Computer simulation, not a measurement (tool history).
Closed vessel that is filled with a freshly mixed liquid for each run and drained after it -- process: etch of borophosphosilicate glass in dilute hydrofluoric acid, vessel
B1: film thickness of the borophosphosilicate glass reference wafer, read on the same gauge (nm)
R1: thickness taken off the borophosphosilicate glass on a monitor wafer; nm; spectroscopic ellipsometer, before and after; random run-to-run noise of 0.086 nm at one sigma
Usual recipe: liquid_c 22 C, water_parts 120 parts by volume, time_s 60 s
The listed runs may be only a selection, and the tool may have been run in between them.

Run 1, hour 0: usual settings but time_s 80 s; B1 113.75. Result: R1 28.7 nm.
Run 2, hour 95.9: usual settings; B1 113.97. Result: R1 21.4 nm.
Run 3, hour 203.7: usual settings; B1 114.24. Result: R1 21.72 nm.
Run 4, hour 297.3: usual settings but water_parts 165 parts by volume, time_s 80 s; B1 114.41. Result: R1 19.98 nm.
Run 5, hour 382.4: usual settings but water_parts 165 parts by volume, time_s 80 s; B1 114.54. Result: R1 20.17 nm.
Run 6, hour 424.9: usual settings but water_parts 165 parts by volume, time_s 80 s; B1 114.55. Result: R1 19.94 nm.
At hour 444.9: thermometer replaced.
Run 7, hour 503.3: usual settings but time_s 35 s; B1 114.65. Result: R1 12.74 nm.
At hour 517.9: hydrofluoric acid flow meter replaced.
Run 8, hour 569: usual settings but time_s 35 s; B1 114.72. Result: R1 12.61 nm.
Run 9, hour 622.9: usual settings; B1 114.74. Result: R1 21.7 nm.
Run 10, hour 684.4: usual settings but liquid_c 17.5 C, water_parts 90 parts by volume; B1 114.82. Result: R1 25.05 nm.
At hour 718.7: gauge calibrated.
Run 11, hour 731.1: usual settings but liquid_c 24 C, water_parts 90 parts by volume, time_s 70 s; B1 110.1. Result: R1 36.38 nm.
Run 12, hour 821: usual settings but time_s 90 s; B1 111.09. Result: R1 31.77 nm.
Run 13, hour 866.4: usual settings but water_parts 70 parts by volume, time_s 85 s; B1 111.47. Result: R1 54.65 nm.
Run 14, hour 1021.4: usual settings but time_s 95 s; B1 112.66. Result: R1 33.87 nm.
Run 15, hour 1064.3: usual settings but liquid_c 26.5 C, time_s 80 s; B1 112.88. Result: R1 34.12 nm.
Run 16, hour 1121.8: usual settings but liquid_c 25 C, water_parts 135 parts by volume, time_s 75 s; B1 113.21. Result: R1 26.32 nm.
Run 17, hour 1188.1: usual settings; B1 113.53. Result: R1 21.57 nm.

Predict each of these 4 candidate next runs independently; none follows another, all start after run 17:
Run A, hour 1188.8: usual settings; B1 ?. Result: R1 ?.
Run B, hour 1188.8: usual settings but liquid_c 17 C, water_parts 175 parts by volume; B1 ?. Result: R1 ?.
Run C, hour 1188.8: usual settings but liquid_c 26.5 C, water_parts 170 parts by volume; B1 ?. Result: R1 ?.
Run D, hour 1188.8: usual settings but liquid_c 25.5 C, time_s 70 s; B1 ?. Result: R1 ?.

run      B1     R1
  A  113.54   21.6
  B  113.54  11.45
  C  113.54  17.09
  D  113.54   28.9
Without the tool's unlogged condition, the same runs would have read:
run     R1
  A  20.93
  B   11.1
  C  16.56
  D  28.01

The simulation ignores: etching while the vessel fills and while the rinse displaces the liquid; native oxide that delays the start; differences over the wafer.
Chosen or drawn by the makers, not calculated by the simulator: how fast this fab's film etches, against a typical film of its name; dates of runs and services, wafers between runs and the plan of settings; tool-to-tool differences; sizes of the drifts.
